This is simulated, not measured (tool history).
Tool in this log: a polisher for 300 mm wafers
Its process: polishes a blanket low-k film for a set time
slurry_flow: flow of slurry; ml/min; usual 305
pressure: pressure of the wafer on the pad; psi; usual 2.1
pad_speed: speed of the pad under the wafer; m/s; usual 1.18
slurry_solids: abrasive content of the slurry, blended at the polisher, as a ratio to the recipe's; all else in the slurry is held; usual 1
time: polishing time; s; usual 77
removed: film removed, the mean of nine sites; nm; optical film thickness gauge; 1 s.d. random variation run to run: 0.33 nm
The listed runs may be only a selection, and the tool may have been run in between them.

run,hour,slurry_flow,pressure,pad_speed,slurry_solids,time,"incoming thickness of the incoming film, nm",removed
1,0,305,2.1,1.18,1,77,727.1,35.4
2,6.7,305,2.1,1.18,1,77,730.2,35.3
3,22.4,305,2.1,0.94,1,77,731.5,30.9
4,33.3,305,2.1,1.3,1.1,77,736,39.9
5,51.2,305,2.1,1.3,1.1,77,742.4,39.7
6,67.8,305,2.1,1.3,1.1,77,743.6,40.3
7,76.1,305,1.5,1.18,1,77,728.3,26.9
# hour 88.3: conditioning disc replaced and pad reconditioned
8,88.8,305,2.6,1.18,1,77,718.8,51.7
9,95.7,305,2.6,1.18,1,77,739.4,50.5
10,108.6,305,2.1,1.28,1,77,717.8,43.5
# hour 116.1: slurry blender recalibrated
# hour 119.2: head pressure recalibrated
11,121.3,305,1.8,0.92,1.2,68,724.6,28.7
12,130.8,305,2.1,1.18,0.75,77,723.8,32.8
13,140,305,2.7,1.18,1,77,723.2,49.7
14,151.5,305,2.1,1.18,0.8,77,722.9,34.4
# hour 159.2: worn pad replaced by a new one
# hour 166.1: slurry nozzle cleaned
15,166.6,280,2.1,1.18,1,77,734.3,38.6
16,181.8,305,2.1,1.18,0.8,77,738.3,33.4
17,190.9,305,2.1,1.18,1,77,727.5,38.6
18,202.9,305,2.1,1.18,1,77,735.5,38.6
19,219,305,2.1,1.52,1,77,735.3,44.6
20,234.7,305,2.1,1.18,1,77,723,37.3

Had the tool no unlogged condition, and each run kept its random variation, what would the results have been?
Hidden state at play: removal rate lost through wear of the pad, %; slurry flow missing at the pad, %; deviation of the head's pressure from its setpoint, %; abrasive missing from the slurry, %; time polished since the conditioner stopped cutting, s.
run,removed
1,43.6
2,43.5
3,36.9
4,50
5,49.7
6,50.5
7,31.9
8,53.8
9,53.2
10,46.3
11,30.2
12,35.6
13,55.6
14,38.1
15,43.3
16,37.9
17,44.1
18,44.3
19,53.4
20,43.6
